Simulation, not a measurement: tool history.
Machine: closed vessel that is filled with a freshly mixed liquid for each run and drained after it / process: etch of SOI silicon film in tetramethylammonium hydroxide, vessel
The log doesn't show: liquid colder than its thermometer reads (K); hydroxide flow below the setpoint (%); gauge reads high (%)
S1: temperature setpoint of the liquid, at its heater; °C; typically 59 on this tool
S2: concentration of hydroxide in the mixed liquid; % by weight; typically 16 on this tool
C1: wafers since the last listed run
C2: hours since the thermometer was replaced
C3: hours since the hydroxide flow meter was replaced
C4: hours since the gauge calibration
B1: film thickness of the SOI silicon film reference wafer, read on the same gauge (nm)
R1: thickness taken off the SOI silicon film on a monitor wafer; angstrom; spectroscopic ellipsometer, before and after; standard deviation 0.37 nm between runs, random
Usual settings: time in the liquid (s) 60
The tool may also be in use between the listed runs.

run 1 day=0 | S1=59 S2=16 time_in_the_liquid_(s)=60 | C1=0 C2=2857.2 C3=1575.7 C4=55.8 | B1=69.98 | R1=1599.3
run 2 day=0.283 | S1=61.5 S2=16 time_in_the_liquid_(s)=60 | C1=590 C2=2864 C3=1582.5 C4=62.6 | B1=69.99 | R1=1877.7
run 3 day=1.004 | S1=61.5 S2=16 time_in_the_liquid_(s)=60 | C1=1502 C2=2881.3 C3=1599.8 C4=79.9 | B1=70 | R1=1873.2
run 4 day=1.4 | S1=61.5 S2=16 time_in_the_liquid_(s)=60 | C1=825 C2=2890.8 C3=1609.3 C4=89.4 | B1=70.03 | R1=1868
run 5 day=1.983 | S1=59 S2=16 time_in_the_liquid_(s)=60 | C1=1216 C2=2904.8 C3=1623.3 C4=103.4 | B1=69.99 | R1=1592.3
run 6 day=2.571 | S1=59 S2=16 time_in_the_liquid_(s)=60 | C1=1224 C2=2918.9 C3=1637.4 C4=117.5 | B1=69.99 | R1=1600.8
run 7 day=3.067 | S1=59 S2=16 time_in_the_liquid_(s)=60 | C1=1033 C2=2930.8 C3=1649.3 C4=129.4 | B1=70.01 | R1=1593.3
run 8 day=3.404 | S1=59 S2=16 time_in_the_liquid_(s)=40 | C1=703 C2=2938.9 C3=1657.4 C4=137.5 | B1=69.96 | R1=1061.4
run 9 day=3.675 | S1=59 S2=16 time_in_the_liquid_(s)=40 | C1=564 C2=2945.4 C3=1663.9 C4=144 | B1=70 | R1=1060
-- day=3.879 gauge calibrated
run 10 day=4.4 | S1=59 S2=16 time_in_the_liquid_(s)=40 | C1=1511 C2=2962.8 C3=1681.3 C4=12.5 | B1=69.96 | R1=1062.6
run 11 day=4.838 | S1=55.5 S2=16 time_in_the_liquid_(s)=60 | C1=912 C2=2973.3 C3=1691.8 C4=23 | B1=70 | R1=1267.5
-- day=5.129 hydroxide flow meter replaced
run 12 day=5.162 | S1=59 S2=16 time_in_the_liquid_(s)=60 | C1=590 C2=2981.1 C3=0.8 C4=30.8 | B1=70.01 | R1=1529.1
run 13 day=6.662 | S1=52 S2=16 time_in_the_liquid_(s)=45 | C1=3127 C2=3017.1 C3=36.8 C4=66.8 | B1=69.98 | R1=721.7
run 14 day=6.962 | S1=52.5 S2=16 time_in_the_liquid_(s)=45 | C1=625 C2=3024.3 C3=44 C4=74 | B1=69.98 | R1=747.9
run 15 day=7.25 | S1=59 S2=16 time_in_the_liquid_(s)=40 | C1=599 C2=3031.2 C3=50.9 C4=80.9 | B1=70.03 | R1=1018.5
run 16 day=7.779 | S1=59 S2=16 time_in_the_liquid_(s)=60 | C1=1103 C2=3043.9 C3=63.6 C4=93.6 | B1=70.02 | R1=1529.5
-- day=7.996 thermometer replaced
run 17 day=9.583 | S1=59 S2=20 time_in_the_liquid_(s)=95 | C1=3674 C2=38.1 C3=106.9 C4=136.9 | B1=70 | R1=2683.6
run 18 day=10.267 | S1=63 S2=16 time_in_the_liquid_(s)=85 | C1=1424 C2=54.5 C3=123.3 C4=153.3 | B1=70.02 | R1=3366.2
-- day=10.829 gauge calibrated
run 19 day=10.854 | S1=55 S2=20 time_in_the_liquid_(s)=75 | C1=1224 C2=68.6 C3=137.4 C4=0.6 | B1=70.02 | R1=1640.1
run 20 day=11.292 | S1=57 S2=17.5 time_in_the_liquid_(s)=95 | C1=912 C2=79.1 C3=147.9 C4=11.1 | B1=70 | R1=2491.7
run 21 day=12.033 | S1=59 S2=20.5 time_in_the_liquid_(s)=60 | C1=1546 C2=96.9 C3=165.7 C4=28.9 | B1=70.01 | R1=1668.1
run 22 day=12.483 | S1=59 S2=14 time_in_the_liquid_(s)=60 | C1=938 C2=107.7 C3=176.5 C4=39.7 | B1=70 | R1=1960.2

Predict each of these 3 candidate next runs independently; none follows another, all start after run 22:
run A day=12.512 | S1=59 S2=16 time_in_the_liquid_(s)=95 | C1=60 C2=108.4 C3=177.2 C4=40.4 | B1=? | R1=?
run B day=12.512 | S1=63 S2=11.5 time_in_the_liquid_(s)=70 | C1=60 C2=108.4 C3=177.2 C4=40.4 | B1=? | R1=?
run C day=12.512 | S1=52.5 S2=17.5 time_in_the_liquid_(s)=70 | C1=60 C2=108.4 C3=177.2 C4=40.4 | B1=? | R1=?

run=A B1=69.99 R1=2927.9
run=B B1=69.99 R1=3201.5
run=C B1=69.99 R1=1374.6
The same runs, with their run-to-run variation unchanged, on a tool lacking any hidden condition would have given:
run=A R1=2950.8
run=B R1=3221.8
run=C R1=1384.7
